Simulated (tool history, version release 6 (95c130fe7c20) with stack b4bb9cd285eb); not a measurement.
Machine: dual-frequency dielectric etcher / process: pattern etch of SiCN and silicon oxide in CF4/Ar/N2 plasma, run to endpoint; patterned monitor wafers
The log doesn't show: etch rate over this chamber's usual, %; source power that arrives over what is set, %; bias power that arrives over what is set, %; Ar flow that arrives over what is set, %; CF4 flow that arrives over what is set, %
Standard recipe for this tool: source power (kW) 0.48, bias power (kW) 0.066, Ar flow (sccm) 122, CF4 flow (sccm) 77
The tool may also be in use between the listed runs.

run,hour,source power (kW),bias power (kW),Ar flow (sccm),CF4 flow (sccm),wafers since the last listed run,hours since the last wet clean,hours since the last source power generator calibration,hours since the last bias power generator calibration,hours since the last Ar flow controller change,hours since the last CF4 flow controller change,hours since the last upper electrode change,"incoming incoming film thickness, nm",endpoint time (s)
1,0,0.48,0.066,122,77,0,122.7,977.6,3006.7,3856.5,880.2,2155.8,17.27,18.8
2,67.1,0.48,0.066,122,77,891,189.8,1044.7,3073.8,3923.6,947.3,2222.9,17.25,19
3,124.6,0.48,0.066,122,77,764,247.3,1102.2,3131.3,3981.1,1004.8,2280.4,17.05,18.8
# hour 381: wet clean of the chamber
4,381.5,0.48,0.066,122,77,3095,0.5,1359.1,3388.2,4238,1261.7,2537.3,17.11,18.4
5,459.3,0.48,0.066,122,77,1034,78.3,1436.9,3466,4315.8,1339.5,2615.1,17.11,18.6
# hour 528.5: CF4 flow controller replaced
6,544.5,0.48,0.066,122,77,1052,163.5,1522.1,3551.2,4401,16,2700.3,17.31,19.1
# hour 582.8: source power generator calibrated
7,589,0.48,0.066,122,77,538,208,6.2,3595.7,4445.5,60.5,2744.8,17.27,19
8,630.3,0.48,0.066,122,77,548,249.3,47.5,3637,4486.8,101.8,2786.1,17.04,18.9
# hour 690.1: upper electrode replaced
9,690.6,0.48,0.066,122,77,482,309.6,107.8,3697.3,4547.1,162.1,0.5,17.1,19.2
# hour 756.9: wet clean of the chamber
10,757.4,0.48,0.066,139,77,568,0.5,174.6,3764.1,4613.9,228.9,67.3,17.22,19.1
# hour 851.2: Ar flow controller replaced
11,851.7,0.37,0.082,92,64,1173,94.8,268.9,3858.4,0.5,323.2,161.6,17.21,22.6
12,913.1,0.38,0.066,122,77,816,156.2,330.3,3919.8,61.9,384.6,223,17.33,25.1
13,969.3,0.48,0.066,122,77,747,212.4,386.5,3976,118.1,440.8,279.2,17.28,19.2
# hour 1184.5: wet clean of the chamber
# hour 1211.5: bias power generator calibrated
14,1236.3,0.48,0.066,122,77,3176,51.8,653.5,24.8,385.1,707.8,546.2,17.13,18.3
15,1336,0.57,0.066,122,77,1325,151.5,753.2,124.5,484.8,807.5,645.9,17.11,15.3
16,1400.2,0.48,0.066,109,77,853,215.7,817.4,188.7,549,871.7,710.1,17.27,18.8
17,1477.8,0.48,0.066,122,77,1031,293.3,895,266.3,626.6,949.3,787.7,17.31,19.3
18,1543.5,0.48,0.066,140,69,873,359,960.7,332,692.3,1015,853.4,17.19,19.9
# hour 1599.9: wet clean of the chamber
19,1650.5,0.48,0.066,122,77,1103,50.6,1067.7,439,799.3,1122,960.4,17.33,18.7
20,1724,0.48,0.053,122,77,976,124.1,1141.2,512.5,872.8,1195.5,1033.9,17,20.9

5 options for the next run, each taken on its own from the tool as it stands now. Forecast them:
A,1724.4,0.41,0.066,122,77,5,124.5,1141.6,512.9,873.2,1195.9,1034.3,17.18,?
B,1724.4,0.42,0.079,122,77,5,124.5,1141.6,512.9,873.2,1195.9,1034.3,17.18,?
C,1724.4,0.38,0.077,122,77,5,124.5,1141.6,512.9,873.2,1195.9,1034.3,17.18,?
D,1724.4,0.48,0.066,142,77,5,124.5,1141.6,512.9,873.2,1195.9,1034.3,17.18,?
E,1724.4,0.42,0.061,122,77,5,124.5,1141.6,512.9,873.2,1195.9,1034.3,17.18,?

run,endpoint time (s)
A,22.3
B,19.7
C,22.5
D,18.9
E,22.7
The same runs, with their run-to-run variation unchanged, on a tool lacking any hidden condition would have given:
run,endpoint time (s)
A,22.1
B,19.5
C,22.3
D,18.7
E,22.4
